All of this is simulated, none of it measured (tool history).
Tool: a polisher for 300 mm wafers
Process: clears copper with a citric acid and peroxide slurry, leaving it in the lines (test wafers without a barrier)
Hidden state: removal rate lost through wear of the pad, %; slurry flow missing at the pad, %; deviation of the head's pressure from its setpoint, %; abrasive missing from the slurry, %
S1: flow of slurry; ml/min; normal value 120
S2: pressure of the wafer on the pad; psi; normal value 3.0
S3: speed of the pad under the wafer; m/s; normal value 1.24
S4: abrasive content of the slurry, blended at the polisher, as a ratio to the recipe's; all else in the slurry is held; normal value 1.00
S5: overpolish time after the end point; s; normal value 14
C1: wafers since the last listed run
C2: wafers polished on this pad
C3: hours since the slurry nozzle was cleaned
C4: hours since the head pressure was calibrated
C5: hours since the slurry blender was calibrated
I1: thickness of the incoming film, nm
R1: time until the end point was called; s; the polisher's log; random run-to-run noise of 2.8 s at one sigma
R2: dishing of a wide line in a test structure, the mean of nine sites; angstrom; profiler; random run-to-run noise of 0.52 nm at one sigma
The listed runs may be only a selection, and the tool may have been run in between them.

{"run": 1, "hour": 0.0, "S1": 120, "S2": 3.6, "S3": 1.24, "S4": 1.0, "S5": 14, "C1": 0, "C2": 116, "C3": 641.0, "C4": 994.6, "C5": 452.2, "I1": 447.5, "R1": 177.5, "R2": 237}
{"run": 2, "hour": 10.6, "S1": 120, "S2": 3.6, "S3": 1.24, "S4": 1.0, "S5": 14, "C1": 86, "C2": 203, "C3": 651.6, "C4": 1005.2, "C5": 462.8, "I1": 449.2, "R1": 180.7, "R2": 236}
{"run": 3, "hour": 21.9, "S1": 120, "S2": 3.0, "S3": 1.24, "S4": 1.0, "S5": 20, "C1": 92, "C2": 295, "C3": 662.9, "C4": 1016.5, "C5": 474.1, "I1": 455.9, "R1": 220.7, "R2": 289}
{"run": 4, "hour": 28.9, "S1": 120, "S2": 3.0, "S3": 1.24, "S4": 1.0, "S5": 20, "C1": 57, "C2": 352, "C3": 669.9, "C4": 1023.5, "C5": 481.1, "I1": 441.3, "R1": 210.9, "R2": 286}
{"run": 5, "hour": 41.7, "S1": 120, "S2": 3.0, "S3": 1.24, "S4": 1.0, "S5": 20, "C1": 104, "C2": 457, "C3": 682.7, "C4": 1036.3, "C5": 493.9, "I1": 454.7, "R1": 215.7, "R2": 296}
{"run": 6, "hour": 50.0, "S1": 120, "S2": 3.0, "S3": 1.0, "S4": 1.0, "S5": 14, "C1": 67, "C2": 525, "C3": 691.0, "C4": 1044.6, "C5": 502.2, "I1": 451.2, "R1": 262.2, "R2": 175}
{"run": 7, "hour": 59.3, "S1": 130, "S2": 3.0, "S3": 1.24, "S4": 1.0, "S5": 14, "C1": 76, "C2": 601, "C3": 700.3, "C4": 1053.9, "C5": 511.5, "I1": 443.4, "R1": 203.5, "R2": 206}
{"run": 8, "hour": 72.2, "S1": 120, "S2": 3.0, "S3": 1.24, "S4": 1.0, "S5": 14, "C1": 105, "C2": 706, "C3": 713.2, "C4": 1066.8, "C5": 524.4, "I1": 447.4, "R1": 216.8, "R2": 200}
{"hour": 91.5, "done": "slurry blender recalibrated"}
{"run": 9, "hour": 95.4, "S1": 120, "S2": 3.0, "S3": 1.24, "S4": 1.0, "S5": 14, "C1": 173, "C2": 879, "C3": 736.4, "C4": 1090.0, "C5": 3.9, "I1": 440.0, "R1": 216.8, "R2": 200}
{"hour": 110.3, "done": "worn pad replaced by a new one"}
{"run": 10, "hour": 113.0, "S1": 120, "S2": 2.4, "S3": 1.24, "S4": 1.0, "S5": 14, "C1": 111, "C2": 22, "C3": 754.0, "C4": 1107.6, "C5": 21.5, "I1": 451.9, "R1": 270.1, "R2": 159}
{"run": 11, "hour": 119.2, "S1": 120, "S2": 3.0, "S3": 1.24, "S4": 1.0, "S5": 6, "C1": 50, "C2": 72, "C3": 760.2, "C4": 1113.8, "C5": 27.7, "I1": 446.8, "R1": 221.0, "R2": 90}
{"run": 12, "hour": 131.9, "S1": 95, "S2": 2.1, "S3": 1.24, "S4": 1.0, "S5": 20, "C1": 103, "C2": 176, "C3": 772.9, "C4": 1126.5, "C5": 40.4, "I1": 452.4, "R1": 342.6, "R2": 180}
{"hour": 134.7, "done": "slurry nozzle cleaned"}
{"run": 13, "hour": 141.0, "S1": 120, "S2": 3.0, "S3": 1.24, "S4": 1.0, "S5": 14, "C1": 66, "C2": 242, "C3": 6.3, "C4": 1135.6, "C5": 49.5, "I1": 451.6, "R1": 189.2, "R2": 230}
{"run": 14, "hour": 156.8, "S1": 80, "S2": 3.7, "S3": 1.24, "S4": 1.0, "S5": 14, "C1": 129, "C2": 372, "C3": 22.1, "C4": 1151.4, "C5": 65.3, "I1": 450.0, "R1": 168.7, "R2": 253}
{"run": 15, "hour": 166.6, "S1": 120, "S2": 3.0, "S3": 1.24, "S4": 1.0, "S5": 14, "C1": 80, "C2": 452, "C3": 31.9, "C4": 1161.2, "C5": 75.1, "I1": 454.5, "R1": 191.7, "R2": 228}
{"hour": 173.2, "done": "head pressure recalibrated"}
{"run": 16, "hour": 177.5, "S1": 120, "S2": 3.0, "S3": 1.24, "S4": 1.3, "S5": 14, "C1": 72, "C2": 524, "C3": 42.8, "C4": 4.3, "C5": 86.0, "I1": 449.5, "R1": 177.9, "R2": 239}
{"run": 17, "hour": 186.6, "S1": 120, "S2": 2.5, "S3": 1.24, "S4": 1.0, "S5": 14, "C1": 74, "C2": 599, "C3": 51.9, "C4": 13.4, "C5": 95.1, "I1": 443.3, "R1": 223.7, "R2": 197}
{"run": 18, "hour": 193.6, "S1": 80, "S2": 3.0, "S3": 1.24, "S4": 1.0, "S5": 14, "C1": 57, "C2": 656, "C3": 58.9, "C4": 20.4, "C5": 102.1, "I1": 454.8, "R1": 215.5, "R2": 203}
{"run": 19, "hour": 205.6, "S1": 120, "S2": 2.7, "S3": 1.24, "S4": 1.15, "S5": 14, "C1": 98, "C2": 754, "C3": 70.9, "C4": 32.4, "C5": 114.1, "I1": 455.9, "R1": 210.1, "R2": 218}
{"hour": 211.4, "done": "worn pad replaced by a new one"}
{"run": 20, "hour": 215.8, "S1": 120, "S2": 3.0, "S3": 1.24, "S4": 0.85, "S5": 14, "C1": 50, "C2": 36, "C3": 81.1, "C4": 42.6, "C5": 124.3, "I1": 447.4, "R1": 193.6, "R2": 221}
{"run": 21, "hour": 227.1, "S1": 120, "S2": 3.0, "S3": 1.24, "S4": 1.0, "S5": 6, "C1": 92, "C2": 128, "C3": 92.4, "C4": 53.9, "C5": 135.6, "I1": 444.9, "R1": 188.3, "R2": 102}
{"run": 22, "hour": 242.3, "S1": 120, "S2": 2.4, "S3": 0.92, "S4": 1.0, "S5": 14, "C1": 124, "C2": 252, "C3": 107.6, "C4": 69.1, "C5": 150.8, "I1": 448.4, "R1": 314.5, "R2": 145}
{"run": 23, "hour": 254.0, "S1": 135, "S2": 2.6, "S3": 1.44, "S4": 1.25, "S5": 14, "C1": 95, "C2": 348, "C3": 119.3, "C4": 80.8, "C5": 162.5, "I1": 448.3, "R1": 174.5, "R2": 238}
{"run": 24, "hour": 265.7, "S1": 80, "S2": 3.0, "S3": 0.92, "S4": 1.1, "S5": 17, "C1": 95, "C2": 444, "C3": 131.0, "C4": 92.5, "C5": 174.2, "I1": 448.0, "R1": 276.8, "R2": 189}
{"run": 25, "hour": 280.6, "S1": 120, "S2": 3.0, "S3": 1.24, "S4": 1.25, "S5": 14, "C1": 121, "C2": 565, "C3": 145.9, "C4": 107.4, "C5": 189.1, "I1": 452.3, "R1": 184.8, "R2": 241}
{"run": 26, "hour": 291.8, "S1": 120, "S2": 3.0, "S3": 1.24, "S4": 1.0, "S5": 14, "C1": 91, "C2": 657, "C3": 157.1, "C4": 118.6, "C5": 200.3, "I1": 450.0, "R1": 197.4, "R2": 232}
{"run": 27, "hour": 300.5, "S1": 120, "S2": 3.0, "S3": 1.56, "S4": 0.75, "S5": 22, "C1": 71, "C2": 728, "C3": 165.8, "C4": 127.3, "C5": 209.0, "I1": 447.4, "R1": 164.2, "R2": 366}
{"run": 28, "hour": 312.7, "S1": 120, "S2": 3.0, "S3": 1.24, "S4": 1.15, "S5": 14, "C1": 99, "C2": 828, "C3": 178.0, "C4": 139.5, "C5": 221.2, "I1": 451.9, "R1": 193.3, "R2": 220}
{"run": 29, "hour": 321.4, "S1": 150, "S2": 3.0, "S3": 0.86, "S4": 1.15, "S5": 21, "C1": 71, "C2": 899, "C3": 186.7, "C4": 148.2, "C5": 229.9, "I1": 447.0, "R1": 261.1, "R2": 255}

Consider 3 possible next runs. They are alternatives, not a sequence: every one starts from the tool as it was left by run 29. What does each give?
{"run": "A", "hour": 321.9, "S1": 120, "S2": 3.0, "S3": 1.24, "S4": 0.9, "S5": 14, "C1": 4, "C2": 903, "C3": 187.2, "C4": 148.7, "C5": 230.4, "I1": 447.7, "R1": "?", "R2": "?"}
{"run": "B", "hour": 321.9, "S1": 120, "S2": 2.2, "S3": 1.38, "S4": 0.9, "S5": 14, "C1": 4, "C2": 903, "C3": 187.2, "C4": 148.7, "C5": 230.4, "I1": 447.7, "R1": "?", "R2": "?"}
{"run": "C", "hour": 321.9, "S1": 105, "S2": 2.2, "S3": 1.62, "S4": 1.0, "S5": 11, "C1": 4, "C2": 903, "C3": 187.2, "C4": 148.7, "C5": 230.4, "I1": 447.7, "R1": "?", "R2": "?"}

run=A R1=198.8 R2=214
run=B R1=242.5 R2=177
run=C R1=209.5 R2=162
What these runs would have given with no unlogged condition in the tool:
run=A R1=190.3 R2=223
run=B R1=232.1 R2=184
run=C R1=199.4 R2=170
